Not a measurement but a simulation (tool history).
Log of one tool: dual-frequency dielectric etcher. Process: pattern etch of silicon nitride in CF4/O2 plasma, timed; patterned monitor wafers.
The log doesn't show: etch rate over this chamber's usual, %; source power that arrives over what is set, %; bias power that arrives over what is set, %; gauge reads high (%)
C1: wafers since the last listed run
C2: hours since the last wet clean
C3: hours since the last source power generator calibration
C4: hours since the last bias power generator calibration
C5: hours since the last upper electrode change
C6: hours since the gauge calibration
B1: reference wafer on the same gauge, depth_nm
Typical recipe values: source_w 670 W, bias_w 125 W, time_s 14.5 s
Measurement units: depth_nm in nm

run 1 hour=0.0 | source_w=670 bias_w=125 time_s=14.5 | C1=0 C2=155.5 C3=1218.6 C4=4610.2 C5=2222.4 C6=249.8 | B1=27.88 | depth_nm=32.29
run 2 hour=23.0 | source_w=670 bias_w=125 time_s=14.5 | C1=314 C2=178.5 C3=1241.6 C4=4633.2 C5=2245.4 C6=272.8 | B1=27.93 | depth_nm=32.29
run 3 hour=39.9 | source_w=670 bias_w=125 time_s=14.5 | C1=230 C2=195.4 C3=1258.5 C4=4650.1 C5=2262.3 C6=289.7 | B1=27.92 | depth_nm=32.25
run 4 hour=70.8 | source_w=670 bias_w=125 time_s=14.5 | C1=421 C2=226.3 C3=1289.4 C4=4681.0 C5=2293.2 C6=320.6 | B1=27.92 | depth_nm=32.20
run 5 hour=85.2 | source_w=790 bias_w=125 time_s=16.5 | C1=196 C2=240.7 C3=1303.8 C4=4695.4 C5=2307.6 C6=335.0 | B1=27.92 | depth_nm=40.95
run 6 hour=120.1 | source_w=790 bias_w=125 time_s=16.5 | C1=476 C2=275.6 C3=1338.7 C4=4730.3 C5=2342.5 C6=369.9 | B1=27.89 | depth_nm=40.68
run 7 hour=151.7 | source_w=670 bias_w=125 time_s=14.5 | C1=431 C2=307.2 C3=1370.3 C4=4761.9 C5=2374.1 C6=401.5 | B1=27.89 | depth_nm=32.14
run 8 hour=172.3 | source_w=670 bias_w=125 time_s=14.5 | C1=281 C2=327.8 C3=1390.9 C4=4782.5 C5=2394.7 C6=422.1 | B1=27.90 | depth_nm=32.12
-- hour=205.7 bias power generator calibrated
run 9 hour=206.2 | source_w=670 bias_w=125 time_s=14.5 | C1=408 C2=361.7 C3=1424.8 C4=0.5 C5=2428.6 C6=456.0 | B1=27.92 | depth_nm=32.17
-- hour=211.0 source power generator calibrated
-- hour=247.1 wet clean of the chamber
run 10 hour=247.6 | source_w=670 bias_w=125 time_s=14.5 | C1=182 C2=0.5 C3=36.6 C4=41.9 C5=2470.0 C6=497.4 | B1=27.89 | depth_nm=32.49
run 11 hour=254.9 | source_w=670 bias_w=125 time_s=14.5 | C1=99 C2=7.8 C3=43.9 C4=49.2 C5=2477.3 C6=504.7 | B1=27.91 | depth_nm=32.53
run 12 hour=278.6 | source_w=670 bias_w=125 time_s=14.5 | C1=323 C2=31.5 C3=67.6 C4=72.9 C5=2501.0 C6=528.4 | B1=27.89 | depth_nm=32.49
run 13 hour=313.8 | source_w=670 bias_w=125 time_s=14.5 | C1=480 C2=66.7 C3=102.8 C4=108.1 C5=2536.2 C6=563.6 | B1=27.89 | depth_nm=32.61
run 14 hour=336.7 | source_w=530 bias_w=125 time_s=10.0 | C1=312 C2=89.6 C3=125.7 C4=131.0 C5=2559.1 C6=586.5 | B1=27.87 | depth_nm=19.44
-- hour=361.3 gauge calibrated
run 15 hour=369.2 | source_w=670 bias_w=125 time_s=15.5 | C1=443 C2=122.1 C3=158.2 C4=163.5 C5=2591.6 C6=7.9 | B1=27.93 | depth_nm=34.75
run 16 hour=390.1 | source_w=610 bias_w=97 time_s=11.5 | C1=285 C2=143.0 C3=179.1 C4=184.4 C5=2612.5 C6=28.8 | B1=27.92 | depth_nm=22.31
run 17 hour=423.8 | source_w=530 bias_w=134 time_s=16.0 | C1=460 C2=176.7 C3=212.8 C4=218.1 C5=2646.2 C6=62.5 | B1=27.90 | depth_nm=31.70
-- hour=458.2 upper electrode replaced
run 18 hour=458.7 | source_w=670 bias_w=125 time_s=14.5 | C1=148 C2=211.6 C3=247.7 C4=253.0 C5=0.5 C6=97.4 | B1=27.88 | depth_nm=32.29
run 19 hour=473.2 | source_w=670 bias_w=125 time_s=14.5 | C1=198 C2=226.1 C3=262.2 C4=267.5 C5=15.0 C6=111.9 | B1=27.91 | depth_nm=32.33
run 20 hour=488.5 | source_w=540 bias_w=111 time_s=16.5 | C1=208 C2=241.4 C3=277.5 C4=282.8 C5=30.3 C6=127.2 | B1=27.89 | depth_nm=31.09
run 21 hour=504.7 | source_w=670 bias_w=125 time_s=14.5 | C1=221 C2=257.6 C3=293.7 C4=299.0 C5=46.5 C6=143.4 | B1=27.88 | depth_nm=32.21
run 22 hour=525.8 | source_w=550 bias_w=116 time_s=13.0 | C1=288 C2=278.7 C3=314.8 C4=320.1 C5=67.6 C6=164.5 | B1=27.88 | depth_nm=24.89
run 23 hour=540.5 | source_w=780 bias_w=141 time_s=14.5 | C1=200 C2=293.4 C3=329.5 C4=334.8 C5=82.3 C6=179.2 | B1=27.91 | depth_nm=37.00
run 24 hour=569.4 | source_w=740 bias_w=105 time_s=18.0 | C1=394 C2=322.3 C3=358.4 C4=363.7 C5=111.2 C6=208.1 | B1=27.93 | depth_nm=40.18
run 25 hour=593.4 | source_w=670 bias_w=125 time_s=14.5 | C1=327 C2=346.3 C3=382.4 C4=387.7 C5=135.2 C6=232.1 | B1=27.91 | depth_nm=32.30
run 26 hour=607.0 | source_w=670 bias_w=125 time_s=14.5 | C1=185 C2=359.9 C3=396.0 C4=401.3 C5=148.8 C6=245.7 | B1=27.89 | depth_nm=32.19
run 27 hour=623.9 | source_w=670 bias_w=141 time_s=16.5 | C1=230 C2=376.8 C3=412.9 C4=418.2 C5=165.7 C6=262.6 | B1=27.89 | depth_nm=38.22

Here are 5 independent what-if runs from the current tool condition. What would each one return?
run A hour=624.3 | source_w=670 bias_w=125 time_s=18.0 | C1=5 C2=377.2 C3=413.3 C4=418.6 C5=166.1 C6=263.0 | B1=? | depth_nm=?
run B hour=624.3 | source_w=510 bias_w=135 time_s=14.5 | C1=5 C2=377.2 C3=413.3 C4=418.6 C5=166.1 C6=263.0 | B1=? | depth_nm=?
run C hour=624.3 | source_w=810 bias_w=146 time_s=14.5 | C1=5 C2=377.2 C3=413.3 C4=418.6 C5=166.1 C6=263.0 | B1=? | depth_nm=?
run D hour=624.3 | source_w=610 bias_w=125 time_s=14.5 | C1=5 C2=377.2 C3=413.3 C4=418.6 C5=166.1 C6=263.0 | B1=? | depth_nm=?
run E hour=624.3 | source_w=720 bias_w=114 time_s=16.0 | C1=5 C2=377.2 C3=413.3 C4=418.6 C5=166.1 C6=263.0 | B1=? | depth_nm=?

run=A B1=27.90 depth_nm=39.88
run=B B1=27.90 depth_nm=27.98
run=C B1=27.90 depth_nm=38.35
run=D B1=27.90 depth_nm=30.30
run=E B1=27.90 depth_nm=35.97
Without the tool's unlogged condition, the same runs would have read:
run=A depth_nm=40.50
run=B depth_nm=28.41
run=C depth_nm=38.95
run=D depth_nm=30.77
run=E depth_nm=36.53

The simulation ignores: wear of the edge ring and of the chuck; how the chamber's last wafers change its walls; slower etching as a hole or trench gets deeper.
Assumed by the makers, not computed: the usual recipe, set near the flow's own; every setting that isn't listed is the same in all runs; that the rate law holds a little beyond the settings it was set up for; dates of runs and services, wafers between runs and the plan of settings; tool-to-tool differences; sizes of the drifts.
